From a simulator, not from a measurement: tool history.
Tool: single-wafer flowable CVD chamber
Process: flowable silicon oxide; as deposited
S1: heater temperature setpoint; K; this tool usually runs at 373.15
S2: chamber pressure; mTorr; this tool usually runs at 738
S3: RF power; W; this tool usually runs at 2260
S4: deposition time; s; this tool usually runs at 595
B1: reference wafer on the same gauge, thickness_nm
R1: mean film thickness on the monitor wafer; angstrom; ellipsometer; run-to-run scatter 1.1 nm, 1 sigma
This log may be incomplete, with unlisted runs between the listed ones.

run	hour	S1	S2	S3	S4	B1	R1
1	0	373.15	738	2260	595	348.21	3178.62
2	84.4	373.15	738	2260	595	346.161	3169.48
3	124.4	373.15	738	2260	595	345.117	3162.08
4	423.5	373.15	738	2260	595	340.393	3124.53
5	492.1	373.15	738	2260	595	339.967	3141.29
6	555.7	373.15	738	2260	595	339.157	3101.87
7	629.4	373.15	738	2260	595	339.308	3118.16
8	717.5	373.15	738	2260	595	338.37	3103.47
# hour 744.3: RF generator calibrated
9	761.9	381.15	738	2260	595	338.065	2442.64
10	851.6	381.15	738	2260	595	337.823	2446.27
11	917.6	373.15	738	2260	595	338.201	3104.9
12	973.8	373.15	738	2260	595	337.469	3102.74
13	1018.8	381.15	738	2260	595	337.579	2433.61
14	1069.6	373.15	738	2260	595	337.388	3098.07
15	1160.9	373.15	688	2425	595	337.588	2946.93
# hour 1176.1: gauge calibrated
# hour 1182.5: capacitance manometer re-zeroed and calibrated
16	1217.7	362.15	878	2570	658	349.64	5978.14
# hour 1227.2: thermocouple changed; heater temperature recalibrated
17	1294.1	373.15	738	2260	484	347.597	2609.07
18	1347	373.15	738	2260	595	346.844	3195.11
# hour 1357.2: showerhead replaced
19	1392.6	364.15	738	2260	530	346.005	3657.39
20	1436.1	373.15	738	1860	595	345.253	2909.48
21	1494.1	373.15	738	2260	512	344.296	2703.96
22	1583	373.15	738	2665	595	343.005	3240.81
23	1682	373.15	738	2260	595	341.926	3148.5
24	1738.4	373.15	738	2260	500	341.405	2619.56

Each row is a separate what-if for the run after 24, all from the same tool condition, not one after another. Results?
A	1739	373.15	738	2260	689	?	?
B	1739	364.15	854	2060	484	?	?
C	1739	373.15	650	2260	595	?	?
D	1739	386.15	608	2520	684	?	?
E	1739	366.15	917	2260	595	?	?

run	B1	R1
A	341.531	3631.86
B	341.531	3716.32
C	341.531	2761.23
D	341.531	2085.34
E	341.531	4771.53
Without the tool's hidden state the same runs would have given:
run	R1
A	3721.44
B	3807.98
C	2829.33
D	2136.77
E	4889.21
